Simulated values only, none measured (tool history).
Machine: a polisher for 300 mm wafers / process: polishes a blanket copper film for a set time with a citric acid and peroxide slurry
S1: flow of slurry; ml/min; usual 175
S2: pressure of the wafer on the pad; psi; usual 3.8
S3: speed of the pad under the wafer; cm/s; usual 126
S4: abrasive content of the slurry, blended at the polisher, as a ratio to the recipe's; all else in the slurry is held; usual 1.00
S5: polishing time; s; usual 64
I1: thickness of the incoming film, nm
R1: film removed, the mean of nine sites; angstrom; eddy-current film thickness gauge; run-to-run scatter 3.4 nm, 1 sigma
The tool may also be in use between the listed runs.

| run | hour | S1 | S2 | S3 | S4 | S5 | I1 | R1 |
|---|---|---|---|---|---|---|---|---|
| 1 | 0.0 | 175 | 3.8 | 126 | 1.00 | 64 | 939.1 | 2411 |
| 2 | 11.1 | 175 | 3.8 | 126 | 1.00 | 64 | 937.7 | 2380 |
| 3 | 27.3 | 175 | 3.8 | 126 | 1.00 | 64 | 934.8 | 2409 |
| 4 | 35.3 | 175 | 3.8 | 126 | 1.00 | 54 | 941.5 | 2019 |
|  | 45.5 | worn pad replaced by a new one |
| 5 | 52.7 | 200 | 3.8 | 126 | 1.00 | 69 | 953.3 | 2645 |
| 6 | 64.6 | 175 | 3.8 | 126 | 1.00 | 64 | 951.5 | 2382 |
| 7 | 80.3 | 175 | 3.8 | 126 | 1.00 | 64 | 933.4 | 2390 |
| 8 | 86.7 | 175 | 3.8 | 126 | 1.00 | 64 | 955.6 | 2396 |
| 9 | 94.7 | 175 | 3.8 | 126 | 1.00 | 64 | 930.5 | 2363 |
| 10 | 112.4 | 175 | 3.8 | 126 | 1.00 | 47 | 948.3 | 1801 |
| 11 | 129.2 | 175 | 3.8 | 126 | 1.00 | 47 | 945.4 | 1750 |
| 12 | 138.1 | 175 | 3.8 | 126 | 1.00 | 47 | 944.2 | 1762 |
| 13 | 146.3 | 175 | 3.8 | 126 | 1.00 | 64 | 923.8 | 2421 |
| 14 | 152.9 | 175 | 3.8 | 126 | 1.00 | 64 | 944.5 | 2421 |
| 15 | 164.9 | 175 | 4.1 | 126 | 0.75 | 64 | 931.5 | 2440 |
| 16 | 173.1 | 175 | 5.1 | 154 | 0.70 | 84 | 925.2 | 4627 |
| 17 | 185.8 | 175 | 3.8 | 126 | 1.00 | 54 | 933.5 | 2039 |
|  | 200.8 | worn pad replaced by a new one |
| 18 | 201.4 | 140 | 4.8 | 126 | 1.25 | 64 | 930.2 | 2980 |

The next listed run, before its measurement:
|  | 205.7 | slurry blender recalibrated |
|  | 211.2 | head pressure recalibrated |
| 19 | 216.1 | 220 | 3.1 | 98 | 1.10 | 64 | 924.9 | ? |

Run 19 gave R1 1745 angstrom.
Without the tool's hidden state the same run would have given R1 1745 angstrom.
